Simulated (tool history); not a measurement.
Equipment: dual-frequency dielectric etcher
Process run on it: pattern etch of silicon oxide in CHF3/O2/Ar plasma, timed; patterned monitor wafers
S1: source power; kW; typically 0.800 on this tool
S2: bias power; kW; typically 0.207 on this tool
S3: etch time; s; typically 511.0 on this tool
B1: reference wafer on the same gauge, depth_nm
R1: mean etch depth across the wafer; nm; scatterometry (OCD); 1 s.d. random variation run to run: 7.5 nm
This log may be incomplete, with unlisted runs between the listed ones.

run 1 hour=0.0 | S1=0.800 S2=0.207 S3=511.0 | B1=1264.1 | R1=1135.0
-- hour=67.5 upper electrode replaced
run 2 hour=68.0 | S1=0.800 S2=0.207 S3=511.0 | B1=1260.9 | R1=1140.8
run 3 hour=114.5 | S1=0.800 S2=0.207 S3=511.0 | B1=1254.8 | R1=1125.6
-- hour=154.1 bias power generator calibrated
run 4 hour=166.9 | S1=0.800 S2=0.207 S3=511.0 | B1=1253.4 | R1=1130.6
-- hour=175.6 gauge calibrated
run 5 hour=194.0 | S1=0.800 S2=0.207 S3=511.0 | B1=1351.2 | R1=1208.8
run 6 hour=246.7 | S1=0.800 S2=0.207 S3=511.0 | B1=1349.5 | R1=1216.0
-- hour=297.3 wet clean of the chamber
run 7 hour=297.8 | S1=0.800 S2=0.207 S3=511.0 | B1=1353.1 | R1=1210.9
run 8 hour=314.2 | S1=0.620 S2=0.233 S3=511.0 | B1=1353.1 | R1=1109.5
-- hour=329.9 source power generator calibrated
run 9 hour=343.8 | S1=0.700 S2=0.232 S3=392.5 | B1=1352.2 | R1=901.6
run 10 hour=380.2 | S1=0.800 S2=0.207 S3=566.5 | B1=1348.6 | R1=1333.4
run 11 hour=429.3 | S1=0.800 S2=0.207 S3=511.0 | B1=1349.3 | R1=1209.7
run 12 hour=500.2 | S1=0.800 S2=0.172 S3=511.0 | B1=1344.9 | R1=1136.8
run 13 hour=565.8 | S1=0.940 S2=0.207 S3=601.0 | B1=1347.7 | R1=1542.8
run 14 hour=591.9 | S1=0.610 S2=0.207 S3=511.0 | B1=1345.6 | R1=1052.1
run 15 hour=647.3 | S1=0.800 S2=0.207 S3=511.0 | B1=1342.3 | R1=1203.6
run 16 hour=677.0 | S1=0.800 S2=0.207 S3=577.5 | B1=1342.1 | R1=1355.8
run 17 hour=743.8 | S1=0.750 S2=0.207 S3=566.0 | B1=1340.8 | R1=1297.1
run 18 hour=804.9 | S1=0.740 S2=0.207 S3=511.0 | B1=1339.6 | R1=1167.9
-- hour=845.0 wet clean of the chamber
run 19 hour=864.1 | S1=0.630 S2=0.181 S3=582.5 | B1=1334.9 | R1=1174.9
run 20 hour=928.5 | S1=0.800 S2=0.207 S3=511.0 | B1=1335.3 | R1=1201.3
run 21 hour=975.9 | S1=0.800 S2=0.207 S3=511.0 | B1=1332.2 | R1=1196.1
run 22 hour=1009.8 | S1=0.740 S2=0.226 S3=511.0 | B1=1332.7 | R1=1197.8
run 23 hour=1069.5 | S1=0.800 S2=0.207 S3=511.0 | B1=1327.7 | R1=1199.7
run 24 hour=1100.0 | S1=0.670 S2=0.246 S3=459.0 | B1=1330.4 | R1=1045.3
run 25 hour=1128.1 | S1=0.660 S2=0.169 S3=365.0 | B1=1331.5 | R1=731.7
run 26 hour=1158.7 | S1=0.800 S2=0.207 S3=511.0 | B1=1320.2 | R1=1196.4

For run 27, what comes out?
run 27 hour=1218.8 | S1=0.730 S2=0.232 S3=613.0 | B1=? | R1=?

For run 27 the tool returned B1 1317.9, R1 1413.4 nm.
Had the tool carried no hidden state, the very same run would have given R1 1431.9 nm.
